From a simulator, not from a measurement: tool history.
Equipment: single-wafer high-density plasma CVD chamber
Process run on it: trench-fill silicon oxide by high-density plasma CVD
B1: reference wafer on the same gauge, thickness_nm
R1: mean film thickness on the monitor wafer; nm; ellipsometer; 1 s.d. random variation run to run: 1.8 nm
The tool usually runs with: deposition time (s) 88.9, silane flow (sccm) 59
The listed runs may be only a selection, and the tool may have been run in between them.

run 1 hour=0 | deposition_time_(s)=88.9 silane_flow_(sccm)=59 | B1=513.026 | R1=543.386
run 2 hour=77.2 | deposition_time_(s)=88.9 silane_flow_(sccm)=59 | B1=513.161 | R1=545.905
run 3 hour=124.5 | deposition_time_(s)=88.9 silane_flow_(sccm)=59 | B1=513.113 | R1=542.983
run 4 hour=169.2 | deposition_time_(s)=88.9 silane_flow_(sccm)=53 | B1=512.948 | R1=496.159
run 5 hour=217.8 | deposition_time_(s)=88.9 silane_flow_(sccm)=53 | B1=512.992 | R1=500.23
run 6 hour=280.1 | deposition_time_(s)=88.9 silane_flow_(sccm)=53 | B1=512.73 | R1=498.648
run 7 hour=350.4 | deposition_time_(s)=82.3 silane_flow_(sccm)=59 | B1=513.024 | R1=506.565
run 8 hour=388.5 | deposition_time_(s)=82.3 silane_flow_(sccm)=59 | B1=512.656 | R1=506.789
-- hour=434.3 silane flow controller replaced
run 9 hour=481.8 | deposition_time_(s)=88.9 silane_flow_(sccm)=59 | B1=513.05 | R1=544.707
-- hour=497.6 gauge calibrated
run 10 hour=575.2 | deposition_time_(s)=104.8 silane_flow_(sccm)=54 | B1=513.152 | R1=597.319

Run 11 is up next; what results do you expect?
run 11 hour=678.4 | deposition_time_(s)=106.5 silane_flow_(sccm)=67 | B1=? | R1=?

B1: 513.052
R1: 724.987 nm
Take away the tool's hidden state, keep the run-to-run variation as it was, and the same run would have given R1 724.987 nm.

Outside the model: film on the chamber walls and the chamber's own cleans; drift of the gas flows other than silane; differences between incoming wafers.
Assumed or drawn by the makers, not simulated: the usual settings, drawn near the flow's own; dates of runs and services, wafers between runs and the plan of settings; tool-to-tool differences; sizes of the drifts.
